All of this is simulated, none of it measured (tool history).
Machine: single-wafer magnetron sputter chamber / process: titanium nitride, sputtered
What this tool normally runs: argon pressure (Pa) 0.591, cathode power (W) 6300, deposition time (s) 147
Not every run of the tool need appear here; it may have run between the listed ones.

run	day	argon pressure (Pa)	cathode power (W)	deposition time (s)	wafers since the last listed run	wafers on the sputter target	hours since the last manometer calibration	hours since the magnet pack was replaced	hours since the gauge calibration	read-back reference wafer on the same gauge, thickness_nm	mean film thickness on the monitor wafer (angstrom)
1	0	0.591	6300	139	0	1732	2184.5	9222.6	292.2	146.048	1633.89
2	1.133	0.591	6300	139	285	2017	2211.7	9249.8	319.4	145.986	1626.99
3	1.796	0.591	6300	147	166	2184	2227.6	9265.7	335.3	146.109	1732.88
4	2.467	0.591	6300	147	168	2353	2243.7	9281.8	351.4	146.06	1734.18
5	3.854	0.591	6300	147	349	2702	2277	9315.1	384.7	146.131	1717.29
6	5.092	0.591	6300	147	311	3014	2306.7	9344.8	414.4	146.109	1712.32
7	6.583	0.645	6300	147	375	3389	2342.5	9380.6	450.2	145.881	1672.65
8	7.571	0.645	6300	147	248	3637	2366.2	9404.3	473.9	145.941	1665.34
9	8.883	0.738	6300	147	330	3968	2397.7	9435.8	505.4	146.043	1599.84
10	9.633	0.738	6300	147	188	4157	2415.7	9453.8	523.4	146.099	1600.73
11	11.112	0.412	6300	127	372	4529	2451.2	9489.3	558.9	146.057	1591.82
12	11.821	0.412	6300	127	178	4707	2468.2	9506.3	575.9	145.894	1595
13	13	0.591	6300	147	296	5004	2496.5	9534.6	604.2	145.952	1697.66
14	14.371	0.591	6300	147	345	5349	2529.4	9567.5	637.1	146.037	1697.1
15	15.388	0.591	6300	139	255	5605	2553.8	9591.9	661.5	146.074	1602.82
16	16.746	0.774	6300	157	341	5947	2586.4	9624.5	694.1	146.03	1672.28
17	17.271	0.772	7250	147	132	6079	2599	9637.1	706.7	146.1	1734.19
# day 18.112: sputter target and shields replaced
18	18.717	0.82	6300	132	280	152	2633.7	9671.8	741.4	145.904	1406.65
19	19.75	0.731	6300	170	260	412	2658.5	9696.6	766.2	146.004	1876.32
# day 20.529: capacitance manometer re-zeroed and calibrated
20	20.55	0.421	6300	147	117	530	0.5	9715.8	785.4	146.019	1903.39
21	21.179	0.591	6300	147	158	688	15.6	9730.9	800.5	146.081	1774.7
22	22.358	0.591	6300	139	296	985	43.9	9759.2	828.8	146.041	1673.66
# day 22.75: magnet pack replaced
23	23.604	0.591	7850	156	229	1214	73.8	20.5	858.7	145.998	2211.97
24	24.258	0.591	6300	147	164	1379	89.5	36.2	874.4	146.118	1776.16
# day 24.371: gauge calibrated
25	24.771	0.591	5700	137	128	1508	101.8	48.5	9.6	145.995	1532.4
26	26.1	0.591	6300	147	334	1843	133.7	80.4	41.5	145.969	1760.56
27	27.2	0.591	6300	147	276	2119	160.1	106.8	67.9	145.921	1753.78
28	28.388	0.591	5350	130	298	2418	188.6	135.3	96.4	145.997	1384.43
29	30.612	0.738	6300	147	560	2978	242	188.7	149.8	145.923	1654.27
30	31.625	0.591	7050	147	254	3233	266.3	213	174.1	145.783	1907.24
31	32.338	0.423	5300	166	179	3413	283.4	230.1	191.2	145.993	1880.35
32	33.1	0.591	6300	147	191	3604	301.7	248.4	209.5	146.012	1744.96
33	34.425	0.377	5400	124	333	3938	333.5	280.2	241.3	146.138	1447.66
34	35.542	0.591	6300	131	281	4219	360.3	307	268.1	146.036	1548.01

Results for each run, recomputed without the tool's hidden state and with each run's random variation untouched:
Hidden state at play: deposition rate above that of a new target (%); true argon pressure above the setpoint (%); gauge reads high (%).
run	mean film thickness on the monitor wafer (angstrom)
1	1698.16
2	1693.79
3	1805.76
4	1808.9
5	1794.91
6	1792.97
7	1760.26
8	1755.15
9	1697.71
10	1700.62
11	1664.39
12	1669.33
13	1798.39
14	1801.44
15	1703.92
16	1800
17	1867.98
18	1478.03
19	1964.82
20	1920.66
21	1797.13
22	1697.72
23	2247.85
24	1806.69
25	1559.91
26	1795.64
27	1791.61
28	1416.75
29	1703.48
30	1961.04
31	1928.13
32	1798.08
33	1487.02
34	1600.87

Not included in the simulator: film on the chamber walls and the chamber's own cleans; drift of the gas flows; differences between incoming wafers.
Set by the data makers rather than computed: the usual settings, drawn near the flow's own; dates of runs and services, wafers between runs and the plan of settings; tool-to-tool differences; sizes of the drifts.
